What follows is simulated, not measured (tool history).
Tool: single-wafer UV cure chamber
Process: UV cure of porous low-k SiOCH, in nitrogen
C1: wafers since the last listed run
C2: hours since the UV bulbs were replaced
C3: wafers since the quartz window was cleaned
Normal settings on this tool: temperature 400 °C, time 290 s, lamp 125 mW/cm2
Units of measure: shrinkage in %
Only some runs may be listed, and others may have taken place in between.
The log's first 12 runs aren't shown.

{"run": 13, "day": 45.2, "temperature": 400, "time": 290, "lamp": 125, "C1": 479, "C2": 1104.8, "C3": 4085, "shrinkage": 13.837}
{"day": 46.588, "done": "quartz window cleaned"}
{"run": 14, "day": 47.083, "temperature": 400, "time": 290, "lamp": 125, "C1": 268, "C2": 1150.0, "C3": 86, "shrinkage": 14.379}
{"run": 15, "day": 50.929, "temperature": 400, "time": 290, "lamp": 125, "C1": 666, "C2": 1242.3, "C3": 752, "shrinkage": 14.366}
{"run": 16, "day": 53.888, "temperature": 384, "time": 160, "lamp": 125, "C1": 512, "C2": 1313.3, "C3": 1265, "shrinkage": 10.968}
{"run": 17, "day": 55.608, "temperature": 415, "time": 155, "lamp": 125, "C1": 298, "C2": 1354.6, "C3": 1564, "shrinkage": 11.808}
{"run": 18, "day": 58.121, "temperature": 383, "time": 420, "lamp": 125, "C1": 435, "C2": 1414.9, "C3": 1999, "shrinkage": 15.391}
{"run": 19, "day": 61.579, "temperature": 400, "time": 165, "lamp": 125, "C1": 599, "C2": 1497.9, "C3": 2599, "shrinkage": 11.288}
{"day": 65.0, "done": "UV bulbs replaced"}
{"run": 20, "day": 65.225, "temperature": 400, "time": 290, "lamp": 125, "C1": 574, "C2": 5.4, "C3": 3173, "shrinkage": 13.636}
{"run": 21, "day": 67.867, "temperature": 400, "time": 290, "lamp": 163, "C1": 458, "C2": 68.8, "C3": 3631, "shrinkage": 14.902}
{"run": 22, "day": 71.825, "temperature": 408, "time": 125, "lamp": 125, "C1": 686, "C2": 163.8, "C3": 4318, "shrinkage": 9.857}
{"day": 72.229, "done": "quartz window cleaned"}
{"run": 23, "day": 75.021, "temperature": 415, "time": 165, "lamp": 125, "C1": 496, "C2": 240.5, "C3": 483, "shrinkage": 12.055}
{"run": 24, "day": 78.112, "temperature": 410, "time": 210, "lamp": 108, "C1": 536, "C2": 314.7, "C3": 1019, "shrinkage": 12.062}
{"run": 25, "day": 80.146, "temperature": 391, "time": 410, "lamp": 159, "C1": 352, "C2": 363.5, "C3": 1372, "shrinkage": 16.776}
{"run": 26, "day": 84.642, "temperature": 400, "time": 290, "lamp": 125, "C1": 779, "C2": 471.4, "C3": 2152, "shrinkage": 14.129}
{"run": 27, "day": 87.692, "temperature": 400, "time": 290, "lamp": 125, "C1": 528, "C2": 544.6, "C3": 2680, "shrinkage": 14.377}
{"run": 28, "day": 91.333, "temperature": 400, "time": 290, "lamp": 125, "C1": 631, "C2": 632.0, "C3": 3312, "shrinkage": 14.198}
{"day": 96.842, "done": "quartz window cleaned"}
{"run": 29, "day": 103.342, "temperature": 412, "time": 290, "lamp": 125, "C1": 2024, "C2": 920.2, "C3": 1127, "shrinkage": 14.409}
{"run": 30, "day": 105.546, "temperature": 400, "time": 290, "lamp": 125, "C1": 382, "C2": 973.1, "C3": 1509, "shrinkage": 14.51}
{"run": 31, "day": 107.962, "temperature": 400, "time": 290, "lamp": 107, "C1": 419, "C2": 1031.1, "C3": 1928, "shrinkage": 13.64}

Alternative continuations, all from the tool just after run 31; predict every row:
{"run": "A", "day": 107.983, "temperature": 400, "time": 350, "lamp": 125, "C1": 3, "C2": 1031.6, "C3": 1931, "shrinkage": "?"}
{"run": "B", "day": 107.983, "temperature": 391, "time": 440, "lamp": 125, "C1": 3, "C2": 1031.6, "C3": 1931, "shrinkage": "?"}
{"run": "C", "day": 107.983, "temperature": 392, "time": 290, "lamp": 105, "C1": 3, "C2": 1031.6, "C3": 1931, "shrinkage": "?"}
{"run": "D", "day": 107.983, "temperature": 406, "time": 215, "lamp": 148, "C1": 3, "C2": 1031.6, "C3": 1931, "shrinkage": "?"}
{"run": "E", "day": 107.983, "temperature": 400, "time": 430, "lamp": 125, "C1": 3, "C2": 1031.6, "C3": 1931, "shrinkage": "?"}

run=A shrinkage=14.985
run=B shrinkage=15.929
run=C shrinkage=13.096
run=D shrinkage=13.562
run=E shrinkage=15.988
What these runs would have given with no unlogged condition in the tool:
run=A shrinkage=15.425
run=B shrinkage=16.371
run=C shrinkage=13.526
run=D shrinkage=13.995
run=E shrinkage=16.430
